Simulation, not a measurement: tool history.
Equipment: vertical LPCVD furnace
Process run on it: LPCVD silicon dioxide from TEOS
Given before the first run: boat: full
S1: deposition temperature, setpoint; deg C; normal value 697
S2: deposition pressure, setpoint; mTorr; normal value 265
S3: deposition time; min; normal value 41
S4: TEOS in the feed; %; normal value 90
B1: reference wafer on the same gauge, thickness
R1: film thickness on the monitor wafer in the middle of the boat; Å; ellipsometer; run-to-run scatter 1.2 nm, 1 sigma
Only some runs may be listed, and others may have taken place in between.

Run 1, hour 0: usual settings but S2 320 mTorr; B1 312.9. Result: R1 3630.2 Å.
Run 2, hour 59.8: usual settings but S2 320 mTorr; B1 312.69. Result: R1 3621.3 Å.
Run 3, hour 147.3: usual settings; B1 312.88. Result: R1 3306 Å.
Run 4, hour 244.3: usual settings; B1 312.97. Result: R1 3314.1 Å.
Run 5, hour 330.8: usual settings; B1 312.92. Result: R1 3312.8 Å.
Run 6, hour 414.6: usual settings but S3 50 min; B1 313.07. Result: R1 4066.9 Å.
Run 7, hour 510.3: usual settings; B1 312.82. Result: R1 3341.6 Å.
Run 8, hour 574.2: usual settings; B1 312.77. Result: R1 3326.1 Å.
Run 9, hour 676.8: usual settings; B1 312.98. Result: R1 3333.9 Å.
At hour 733.6: TEOS flow controller replaced.
Run 10, hour 734.1: usual settings; B1 313.14. Result: R1 3334.1 Å.
At hour 808: gauge calibrated.
Run 11, hour 907.4: usual settings; B1 313.13. Result: R1 3332 Å.
Run 12, hour 1007.6: usual settings but S1 707 deg C, S3 46 min; B1 312.95. Result: R1 4756.4 Å.
Run 13, hour 1053.5: usual settings but S1 703 deg C, S2 205 mTorr, S3 53 min; B1 312.8. Result: R1 4415.3 Å.
At hour 1121.6: pressure gauge zeroed.
Run 14, hour 1148.4: usual settings; B1 312.82. Result: R1 3359.5 Å.
At hour 1241: thermocouples replaced and temperature profile calibrated.
Run 15, hour 1256.3: usual settings but S2 320 mTorr, S3 31.5 min, S4 96 %; B1 313.01. Result: R1 2827.1 Å.
Run 16, hour 1343.8: usual settings but S1 688 deg C, S3 31 min, S4 81 %; B1 312.84. Result: R1 1889.7 Å.
Run 17, hour 1383.7: usual settings; B1 312.8. Result: R1 3237.5 Å.
Run 18, hour 1428.3: usual settings but S3 45.5 min; B1 312.92. Result: R1 3609.7 Å.
Run 19, hour 1497.2: usual settings; B1 313.04. Result: R1 3245.1 Å.
Run 20, hour 1595.4: usual settings but S4 74 %; B1 312.84. Result: R1 2919.1 Å.
Run 21, hour 1654.5: usual settings but S1 693 deg C; B1 313.01. Result: R1 2944 Å.

Forecast each of these 3 alternatives for the next run:
Run A, hour 1658.8: usual settings; B1 ?. Result: R1 ?.
Run B, hour 1658.8: usual settings but S1 704 deg C, S2 295 mTorr, S4 81 %; B1 ?. Result: R1 ?.
Run C, hour 1658.8: usual settings but S1 692 deg C; B1 ?. Result: R1 ?.

run      B1      R1
  A  313.08  3245.8
  B  313.08  3822.5
  C  313.08  2885.6
Had the tool no hidden state, the same runs would have come out as:
run      R1
  A  3240.3
  B  3816.2
  C  2880.7
